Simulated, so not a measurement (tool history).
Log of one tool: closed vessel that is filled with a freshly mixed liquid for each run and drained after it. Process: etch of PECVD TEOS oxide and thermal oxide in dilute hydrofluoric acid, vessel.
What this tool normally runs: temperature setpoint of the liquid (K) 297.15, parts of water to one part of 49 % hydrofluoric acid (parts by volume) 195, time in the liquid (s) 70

| run | day | temperature setpoint of the liquid (K) | parts of water to one part of 49 % hydrofluoric acid (parts by volume) | time in the liquid (s) | wafers since the last listed run | hours since the thermometer was replaced | hours since the hydrofluoric acid flow meter was replaced | hours since the gauge calibration | read-back film thickness of the PECVD TEOS oxide reference wafer, read on the same gauge (nm) | read-back film thickness of the thermal oxide reference wafer, read on the same gauge (nm) | thickness taken off the PECVD TEOS oxide on a monitor wafer (angstrom) | thickness taken off the thermal oxide on a monitor wafer (angstrom) |
|---|---|---|---|---|---|---|---|---|---|---|---|---|
| 1 | 0.000 | 297.15 | 195 | 70 | 0 | 570.9 | 1133.1 | 254.0 | 70.01 | 139.983 | 68.3 | 12.57 |
| 2 | 0.438 | 297.15 | 195 | 70 | 950 | 581.4 | 1143.6 | 264.5 | 69.99 | 139.999 | 68.4 | 12.53 |
| 3 | 0.754 | 297.15 | 195 | 70 | 687 | 589.0 | 1151.2 | 272.1 | 70.01 | 139.990 | 68.8 | 12.67 |
| 4 | 1.038 | 297.15 | 195 | 70 | 615 | 595.8 | 1158.0 | 278.9 | 70.02 | 140.006 | 66.8 | 12.03 |
| 5 | 1.667 | 297.15 | 195 | 60 | 1366 | 610.9 | 1173.1 | 294.0 | 69.99 | 140.001 | 57.4 | 10.66 |
| 6 | 2.933 | 293.65 | 195 | 70 | 2750 | 641.3 | 1203.5 | 324.4 | 69.99 | 139.995 | 58.4 | 10.78 |
|  | 3.625 | hydrofluoric acid flow meter replaced |
| 7 | 3.646 | 293.65 | 195 | 70 | 1456 | 658.4 | 0.5 | 341.5 | 69.96 | 139.975 | 58.0 | 11.20 |
| 8 | 4.088 | 293.65 | 195 | 70 | 959 | 669.0 | 11.1 | 352.1 | 70.02 | 140.006 | 59.2 | 10.69 |
| 9 | 4.642 | 297.15 | 195 | 70 | 1203 | 682.3 | 24.4 | 365.4 | 70.00 | 139.985 | 67.4 | 12.11 |
|  | 4.729 | thermometer replaced |
| 10 | 5.054 | 297.15 | 195 | 70 | 805 | 7.8 | 34.3 | 375.3 | 70.01 | 139.988 | 72.7 | 13.58 |
| 11 | 5.733 | 297.15 | 195 | 70 | 1474 | 24.1 | 50.6 | 391.6 | 70.01 | 139.977 | 72.8 | 13.68 |
| 12 | 6.592 | 297.15 | 195 | 60 | 1864 | 44.7 | 71.2 | 412.2 | 69.99 | 139.986 | 62.7 | 11.67 |
| 13 | 7.112 | 297.15 | 195 | 70 | 1131 | 57.2 | 83.7 | 424.7 | 70.02 | 140.005 | 73.1 | 13.42 |
|  | 7.529 | gauge calibrated |
| 14 | 7.733 | 299.65 | 265 | 70 | 1348 | 72.1 | 98.6 | 4.9 | 70.01 | 140.016 | 53.2 | 10.17 |
| 15 | 8.458 | 297.15 | 100 | 70 | 1574 | 89.5 | 116.0 | 22.3 | 70.04 | 139.985 | 156.6 | 29.05 |
| 16 | 9.129 | 297.15 | 195 | 100 | 1456 | 105.6 | 132.1 | 38.4 | 70.00 | 139.994 | 102.5 | 18.85 |
| 17 | 9.754 | 293.65 | 115 | 95 | 1357 | 120.6 | 147.1 | 53.4 | 70.02 | 139.985 | 158.6 | 29.08 |
| 18 | 10.304 | 297.15 | 195 | 70 | 1194 | 133.8 | 160.3 | 66.6 | 69.99 | 140.028 | 71.2 | 13.13 |
| 19 | 10.808 | 301.65 | 195 | 70 | 1094 | 145.9 | 172.4 | 78.7 | 69.96 | 139.988 | 84.6 | 15.53 |
| 20 | 11.471 | 301.65 | 195 | 70 | 1438 | 161.8 | 188.3 | 94.6 | 70.00 | 139.988 | 84.5 | 15.64 |
| 21 | 11.808 | 302.15 | 280 | 50 | 732 | 169.9 | 196.4 | 102.7 | 70.00 | 139.989 | 38.1 | 7.18 |
| 22 | 12.175 | 299.15 | 260 | 105 | 796 | 178.7 | 205.2 | 111.5 | 69.98 | 139.976 | 82.6 | 14.59 |
| 23 | 12.871 | 292.65 | 195 | 70 | 1511 | 195.4 | 221.9 | 128.2 | 70.01 | 140.025 | 60.3 | 10.91 |
| 24 | 13.175 | 301.65 | 120 | 85 | 660 | 202.7 | 229.2 | 135.5 | 70.02 | 139.993 | 182.5 | 33.55 |
| 25 | 13.458 | 297.15 | 195 | 70 | 615 | 209.5 | 236.0 | 142.3 | 70.02 | 139.984 | 71.6 | 13.28 |
| 26 | 14.038 | 297.15 | 195 | 45 | 1257 | 223.4 | 249.9 | 156.2 | 70.05 | 140.019 | 45.5 | 8.58 |

Below, each run's measurement less what the same run would have read without the hidden state. Both values contain the same run-to-run variation, but the gauge's scatter may not be the same in both:
Hidden conditions of the tool in this case: liquid colder than its thermometer reads (K); hydrofluoric acid flow below the setpoint (%); gauge reads high (%).
| run | thickness taken off the PECVD TEOS oxide on a monitor wafer (angstrom) | thickness taken off the thermal oxide on a monitor wafer (angstrom) |
|---|---|---|
| 1 | -5.7 | -1.05 |
| 2 | -5.8 | -1.05 |
| 3 | -5.8 | -1.08 |
| 4 | -5.8 | -1.04 |
| 5 | -5.1 | -0.94 |
| 6 | -5.6 | -1.03 |
| 7 | -5.7 | -1.10 |
| 8 | -5.9 | -1.07 |
| 9 | -6.5 | -1.18 |
| 10 | -0.6 | -0.10 |
| 11 | -0.7 | -0.12 |
| 12 | -0.7 | -0.13 |
| 13 | -1.0 | -0.18 |
| 14 | -0.7 | -0.14 |
| 15 | -2.8 | -0.52 |
| 16 | -1.9 | -0.35 |
| 17 | -3.5 | -0.65 |
| 18 | -1.6 | -0.28 |
| 19 | -1.9 | -0.35 |
| 20 | -2.0 | -0.37 |
| 21 | -0.9 | -0.17 |
| 22 | -2.1 | -0.37 |
| 23 | -1.9 | -0.34 |
| 24 | -5.5 | -1.02 |
| 25 | -2.2 | -0.41 |
| 26 | -1.5 | -0.28 |
